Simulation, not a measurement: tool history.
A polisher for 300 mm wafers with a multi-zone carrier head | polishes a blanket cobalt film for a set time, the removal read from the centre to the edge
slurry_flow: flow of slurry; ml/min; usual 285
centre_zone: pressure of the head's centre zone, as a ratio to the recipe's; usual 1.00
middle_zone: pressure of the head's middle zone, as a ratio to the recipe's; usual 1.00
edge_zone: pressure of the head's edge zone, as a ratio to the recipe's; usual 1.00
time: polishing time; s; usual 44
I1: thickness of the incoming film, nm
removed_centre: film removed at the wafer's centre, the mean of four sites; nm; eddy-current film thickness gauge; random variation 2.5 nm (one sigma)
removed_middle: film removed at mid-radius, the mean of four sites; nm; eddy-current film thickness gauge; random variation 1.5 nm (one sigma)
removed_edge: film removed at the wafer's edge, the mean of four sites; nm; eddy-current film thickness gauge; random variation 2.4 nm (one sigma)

run 1 day=0.000 | slurry_flow=235 centre_zone=1.00 middle_zone=1.00 edge_zone=1.00 time=44 | I1=1123.5 | removed_centre=179.7 removed_middle=177.9 removed_edge=182.3
-- day=1.433 slurry nozzle cleaned
run 2 day=1.454 | slurry_flow=285 centre_zone=1.00 middle_zone=1.00 edge_zone=1.00 time=44 | I1=1085.8 | removed_centre=184.2 removed_middle=183.7 removed_edge=187.0
-- day=1.838 centre zone pressure recalibrated
run 3 day=2.658 | slurry_flow=360 centre_zone=1.00 middle_zone=0.91 edge_zone=1.00 time=44 | I1=1076.5 | removed_centre=188.8 removed_middle=176.7 removed_edge=183.7
-- day=2.892 edge zone pressure recalibrated
-- day=3.475 carrier head's membrane replaced by a new one
run 4 day=3.721 | slurry_flow=360 centre_zone=1.00 middle_zone=0.91 edge_zone=1.00 time=44 | I1=1094.6 | removed_centre=192.5 removed_middle=179.0 removed_edge=191.9
run 5 day=5.150 | slurry_flow=360 centre_zone=1.00 middle_zone=0.91 edge_zone=1.00 time=44 | I1=1096.2 | removed_centre=186.2 removed_middle=177.9 removed_edge=189.4
run 6 day=5.971 | slurry_flow=285 centre_zone=1.00 middle_zone=1.00 edge_zone=1.00 time=44 | I1=1087.3 | removed_centre=187.6 removed_middle=182.5 removed_edge=185.7
-- day=7.096 worn pad replaced by a new one
run 7 day=7.342 | slurry_flow=315 centre_zone=0.96 middle_zone=1.00 edge_zone=1.11 time=37 | I1=1098.4 | removed_centre=149.1 removed_middle=155.6 removed_edge=164.5
run 8 day=8.283 | slurry_flow=285 centre_zone=1.00 middle_zone=1.00 edge_zone=1.00 time=44 | I1=1108.4 | removed_centre=185.0 removed_middle=184.6 removed_edge=187.5
run 9 day=9.492 | slurry_flow=285 centre_zone=1.11 middle_zone=0.92 edge_zone=0.92 time=44 | I1=1110.4 | removed_centre=202.0 removed_middle=177.6 removed_edge=176.7
-- day=10.842 slurry nozzle cleaned
run 10 day=11.975 | slurry_flow=285 centre_zone=1.00 middle_zone=1.00 edge_zone=1.00 time=44 | I1=1099.2 | removed_centre=183.1 removed_middle=183.5 removed_edge=185.9
run 11 day=13.200 | slurry_flow=380 centre_zone=0.92 middle_zone=1.00 edge_zone=0.91 time=44 | I1=1113.4 | removed_centre=176.6 removed_middle=187.1 removed_edge=184.2
-- day=14.279 worn pad replaced by a new one
run 12 day=14.608 | slurry_flow=285 centre_zone=1.00 middle_zone=1.00 edge_zone=1.00 time=44 | I1=1106.5 | removed_centre=181.9 removed_middle=183.5 removed_edge=187.8
run 13 day=15.342 | slurry_flow=285 centre_zone=1.00 middle_zone=0.92 edge_zone=1.00 time=44 | I1=1081.3 | removed_centre=185.0 removed_middle=173.9 removed_edge=190.1
run 14 day=16.442 | slurry_flow=285 centre_zone=1.00 middle_zone=1.00 edge_zone=1.00 time=55 | I1=1096.5 | removed_centre=225.9 removed_middle=226.9 removed_edge=227.8
run 15 day=17.746 | slurry_flow=285 centre_zone=1.00 middle_zone=1.00 edge_zone=1.00 time=44 | I1=1115.7 | removed_centre=181.4 removed_middle=184.3 removed_edge=184.7
run 16 day=18.558 | slurry_flow=190 centre_zone=1.00 middle_zone=1.00 edge_zone=0.91 time=44 | I1=1093.7 | removed_centre=175.3 removed_middle=173.2 removed_edge=173.2

Run 17 comes next. What will it give?
-- day=18.638 slurry nozzle cleaned
run 17 day=19.379 | slurry_flow=285 centre_zone=1.00 middle_zone=1.00 edge_zone=1.00 time=44 | I1=1094.6 | removed_centre=? removed_middle=? removed_edge=?

{"run 17": {"removed_centre": 180.7, "removed_middle": 184.3, "removed_edge": 189.5}}
Without the tool's hidden state the same run would have given removed_centre 180.7 nm, removed_middle 184.3 nm, removed_edge 189.5 nm.

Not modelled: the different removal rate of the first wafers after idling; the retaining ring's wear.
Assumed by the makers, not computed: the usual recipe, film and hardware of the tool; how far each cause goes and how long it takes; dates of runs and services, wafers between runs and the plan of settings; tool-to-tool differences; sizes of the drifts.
